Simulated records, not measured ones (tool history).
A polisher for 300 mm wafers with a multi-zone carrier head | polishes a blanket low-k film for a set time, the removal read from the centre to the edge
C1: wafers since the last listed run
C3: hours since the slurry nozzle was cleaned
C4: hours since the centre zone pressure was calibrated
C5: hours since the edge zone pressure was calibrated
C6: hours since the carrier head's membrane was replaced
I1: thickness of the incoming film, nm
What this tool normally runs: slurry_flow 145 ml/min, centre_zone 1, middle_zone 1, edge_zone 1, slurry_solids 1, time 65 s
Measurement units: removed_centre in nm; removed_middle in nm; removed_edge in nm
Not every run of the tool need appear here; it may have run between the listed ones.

{"run": 1, "hour": 0.0, "slurry_flow": 170, "centre_zone": 1, "middle_zone": 1, "edge_zone": 1, "slurry_solids": 1, "time": 79, "C1": 0, "wafers polished on this pad": 676, "C3": 464, "C4": 779, "C5": 458.5, "C6": 912.9, "I1": 794, "removed_centre": 18.7, "removed_middle": 19.1, "removed_edge": 19}
{"run": 2, "hour": 30.8, "slurry_flow": 170, "centre_zone": 1, "middle_zone": 1, "edge_zone": 1, "slurry_solids": 1, "time": 79, "C1": 221, "wafers polished on this pad": 897, "C3": 494.8, "C4": 809.8, "C5": 489.3, "C6": 943.7, "I1": 771.4, "removed_centre": 17.6, "removed_middle": 18.6, "removed_edge": 18.2}
{"hour": 41.4, "done": "worn pad replaced by a new one"}
{"run": 3, "hour": 49.3, "slurry_flow": 145, "centre_zone": 1, "middle_zone": 1, "edge_zone": 1, "slurry_solids": 1, "time": 65, "C1": 104, "wafers polished on this pad": 56, "C3": 513.3, "C4": 828.3, "C5": 507.8, "C6": 962.2, "I1": 773.8, "removed_centre": 15.7, "removed_middle": 16, "removed_edge": 15.8}
{"run": 4, "hour": 67.8, "slurry_flow": 145, "centre_zone": 1, "middle_zone": 1, "edge_zone": 1, "slurry_solids": 1.1, "time": 65, "C1": 132, "wafers polished on this pad": 189, "C3": 531.8, "C4": 846.8, "C5": 526.3, "C6": 980.7, "I1": 776.7, "removed_centre": 16.2, "removed_middle": 16.7, "removed_edge": 16.5}
{"run": 5, "hour": 99.5, "slurry_flow": 145, "centre_zone": 1, "middle_zone": 1, "edge_zone": 1, "slurry_solids": 1.1, "time": 65, "C1": 227, "wafers polished on this pad": 417, "C3": 563.5, "C4": 878.5, "C5": 558, "C6": 1012.4, "I1": 777.1, "removed_centre": 16.2, "removed_middle": 16.4, "removed_edge": 16}
{"run": 6, "hour": 114.4, "slurry_flow": 145, "centre_zone": 1, "middle_zone": 1, "edge_zone": 1, "slurry_solids": 1.1, "time": 65, "C1": 107, "wafers polished on this pad": 524, "C3": 578.4, "C4": 893.4, "C5": 572.9, "C6": 1027.3, "I1": 784.6, "removed_centre": 15.4, "removed_middle": 15.9, "removed_edge": 16}
{"run": 7, "hour": 129.1, "slurry_flow": 145, "centre_zone": 1, "middle_zone": 1, "edge_zone": 1, "slurry_solids": 1.2, "time": 65, "C1": 105, "wafers polished on this pad": 630, "C3": 593.1, "C4": 908.1, "C5": 587.6, "C6": 1042, "I1": 781.1, "removed_centre": 16.2, "removed_middle": 16.5, "removed_edge": 16.1}
{"run": 8, "hour": 152.0, "slurry_flow": 110, "centre_zone": 1.04, "middle_zone": 1, "edge_zone": 1, "slurry_solids": 1, "time": 65, "C1": 164, "wafers polished on this pad": 794, "C3": 616, "C4": 931, "C5": 610.5, "C6": 1064.9, "I1": 778.9, "removed_centre": 13.2, "removed_middle": 13.6, "removed_edge": 13.8}
{"hour": 161.4, "done": "edge zone pressure recalibrated"}
{"hour": 180.3, "done": "worn pad replaced by a new one"}
{"run": 9, "hour": 185.1, "slurry_flow": 110, "centre_zone": 1.04, "middle_zone": 1, "edge_zone": 1, "slurry_solids": 1, "time": 65, "C1": 194, "wafers polished on this pad": 34, "C3": 649.1, "C4": 964.1, "C5": 23.7, "C6": 1098, "I1": 774.5, "removed_centre": 14.3, "removed_middle": 14.3, "removed_edge": 15}
{"run": 10, "hour": 203.9, "slurry_flow": 110, "centre_zone": 1.04, "middle_zone": 1, "edge_zone": 1, "slurry_solids": 1, "time": 65, "C1": 135, "wafers polished on this pad": 169, "C3": 667.9, "C4": 982.9, "C5": 42.5, "C6": 1116.8, "I1": 786.8, "removed_centre": 14.1, "removed_middle": 14.1, "removed_edge": 14.9}
{"hour": 224.4, "done": "carrier head's membrane replaced by a new one"}
{"run": 11, "hour": 224.9, "slurry_flow": 145, "centre_zone": 1, "middle_zone": 1, "edge_zone": 0.92, "slurry_solids": 1, "time": 65, "C1": 114, "wafers polished on this pad": 284, "C3": 688.9, "C4": 1003.9, "C5": 63.5, "C6": 0.5, "I1": 768.3, "removed_centre": 14.8, "removed_middle": 15.6, "removed_edge": 14.8}
{"run": 12, "hour": 245.9, "slurry_flow": 165, "centre_zone": 1, "middle_zone": 1, "edge_zone": 1, "slurry_solids": 1, "time": 51, "C1": 150, "wafers polished on this pad": 435, "C3": 709.9, "C4": 1024.9, "C5": 84.5, "C6": 21.5, "I1": 775.7, "removed_centre": 12.2, "removed_middle": 12.5, "removed_edge": 12.1}
{"run": 13, "hour": 267.4, "slurry_flow": 100, "centre_zone": 1.07, "middle_zone": 1, "edge_zone": 0.89, "slurry_solids": 1.25, "time": 65, "C1": 154, "wafers polished on this pad": 590, "C3": 731.4, "C4": 1046.4, "C5": 106, "C6": 43, "I1": 771.5, "removed_centre": 14.2, "removed_middle": 14.1, "removed_edge": 13.9}
{"run": 14, "hour": 295.8, "slurry_flow": 145, "centre_zone": 1, "middle_zone": 1, "edge_zone": 1, "slurry_solids": 1.25, "time": 65, "C1": 204, "wafers polished on this pad": 794, "C3": 759.8, "C4": 1074.8, "C5": 134.4, "C6": 71.4, "I1": 787, "removed_centre": 15.1, "removed_middle": 15.4, "removed_edge": 15.5}
{"run": 15, "hour": 313.9, "slurry_flow": 145, "centre_zone": 1, "middle_zone": 1, "edge_zone": 1, "slurry_solids": 1, "time": 65, "C1": 130, "wafers polished on this pad": 924, "C3": 777.9, "C4": 1092.9, "C5": 152.5, "C6": 89.5, "I1": 775.8, "removed_centre": 13.1, "removed_middle": 13.5, "removed_edge": 13.7}
{"run": 16, "hour": 326.8, "slurry_flow": 145, "centre_zone": 1.04, "middle_zone": 1, "edge_zone": 1, "slurry_solids": 1, "time": 65, "C1": 92, "wafers polished on this pad": 1016, "C3": 790.8, "C4": 1105.8, "C5": 165.4, "C6": 102.4, "I1": 787.8, "removed_centre": 13.1, "removed_middle": 13.3, "removed_edge": 13.4}
{"hour": 334.0, "done": "worn pad replaced by a new one"}
{"hour": 337.2, "done": "slurry nozzle cleaned"}
{"run": 17, "hour": 382.4, "slurry_flow": 180, "centre_zone": 1, "middle_zone": 1, "edge_zone": 1, "slurry_solids": 1, "time": 65, "C1": 363, "wafers polished on this pad": 340, "C3": 45.2, "C4": 1161.4, "C5": 221, "C6": 158, "I1": 776.3, "removed_centre": 16.5, "removed_middle": 16.7, "removed_edge": 16.6}
{"run": 18, "hour": 397.4, "slurry_flow": 105, "centre_zone": 0.91, "middle_zone": 1, "edge_zone": 1, "slurry_solids": 1, "time": 65, "C1": 107, "wafers polished on this pad": 448, "C3": 60.2, "C4": 1176.4, "C5": 236, "C6": 173, "I1": 778.1, "removed_centre": 13.4, "removed_middle": 14.8, "removed_edge": 14.7}
{"hour": 423.1, "done": "centre zone pressure recalibrated"}
{"run": 19, "hour": 425.5, "slurry_flow": 145, "centre_zone": 1, "middle_zone": 1.03, "edge_zone": 1, "slurry_solids": 1, "time": 65, "C1": 187, "wafers polished on this pad": 635, "C3": 88.3, "C4": 2.4, "C5": 264.1, "C6": 201.1, "I1": 765.1, "removed_centre": 15.3, "removed_middle": 15.7, "removed_edge": 15.5}
{"run": 20, "hour": 457.7, "slurry_flow": 145, "centre_zone": 1, "middle_zone": 0.91, "edge_zone": 1, "slurry_solids": 1, "time": 65, "C1": 231, "wafers polished on this pad": 866, "C3": 120.5, "C4": 34.6, "C5": 296.3, "C6": 233.3, "I1": 789.1, "removed_centre": 14.2, "removed_middle": 13.5, "removed_edge": 14.6}
{"hour": 476.1, "done": "worn pad replaced by a new one"}
{"run": 21, "hour": 491.4, "slurry_flow": 145, "centre_zone": 1, "middle_zone": 1, "edge_zone": 1, "slurry_solids": 1, "time": 65, "C1": 213, "wafers polished on this pad": 109, "C3": 154.2, "C4": 68.3, "C5": 330, "C6": 267, "I1": 783.9, "removed_centre": 16, "removed_middle": 16.5, "removed_edge": 15.8}
{"run": 22, "hour": 515.4, "slurry_flow": 120, "centre_zone": 1, "middle_zone": 1, "edge_zone": 0.9, "slurry_solids": 0.7, "time": 65, "C1": 172, "wafers polished on this pad": 282, "C3": 178.2, "C4": 92.3, "C5": 354, "C6": 291, "I1": 789.6, "removed_centre": 12.7, "removed_middle": 13, "removed_edge": 12.5}
{"run": 23, "hour": 534.9, "slurry_flow": 145, "centre_zone": 1, "middle_zone": 1, "edge_zone": 1, "slurry_solids": 1.15, "time": 65, "C1": 140, "wafers polished on this pad": 422, "C3": 197.7, "C4": 111.8, "C5": 373.5, "C6": 310.5, "I1": 766, "removed_centre": 16.7, "removed_middle": 16.9, "removed_edge": 16.9}

3 options for the next run, each taken on its own from the tool as it stands now. Forecast them:
{"run": "A", "hour": 535.3, "slurry_flow": 145, "centre_zone": 1, "middle_zone": 1, "edge_zone": 1, "slurry_solids": 1, "time": 77, "C1": 2, "wafers polished on this pad": 425, "C3": 198.1, "C4": 112.2, "C5": 373.9, "C6": 310.9, "I1": 785.1, "removed_centre": "?", "removed_middle": "?", "removed_edge": "?"}
{"run": "B", "hour": 535.3, "slurry_flow": 145, "centre_zone": 1, "middle_zone": 1, "edge_zone": 1, "slurry_solids": 1.2, "time": 50, "C1": 2, "wafers polished on this pad": 425, "C3": 198.1, "C4": 112.2, "C5": 373.9, "C6": 310.9, "I1": 785.1, "removed_centre": "?", "removed_middle": "?", "removed_edge": "?"}
{"run": "C", "hour": 535.3, "slurry_flow": 145, "centre_zone": 1.1, "middle_zone": 1, "edge_zone": 1, "slurry_solids": 1, "time": 65, "C1": 2, "wafers polished on this pad": 425, "C3": 198.1, "C4": 112.2, "C5": 373.9, "C6": 310.9, "I1": 785.1, "removed_centre": "?", "removed_middle": "?", "removed_edge": "?"}

run=A removed_centre=18.7 removed_middle=19 removed_edge=19
run=B removed_centre=13.2 removed_middle=13.4 removed_edge=13.4
run=C removed_centre=17 removed_middle=16 removed_edge=16.1
Without the tool's unlogged condition, the same runs would have read:
run=A removed_centre=19.5 removed_middle=19.8 removed_edge=19.8
run=B removed_centre=13.7 removed_middle=13.9 removed_edge=13.9
run=C removed_centre=17.7 removed_middle=16.7 removed_edge=16.7
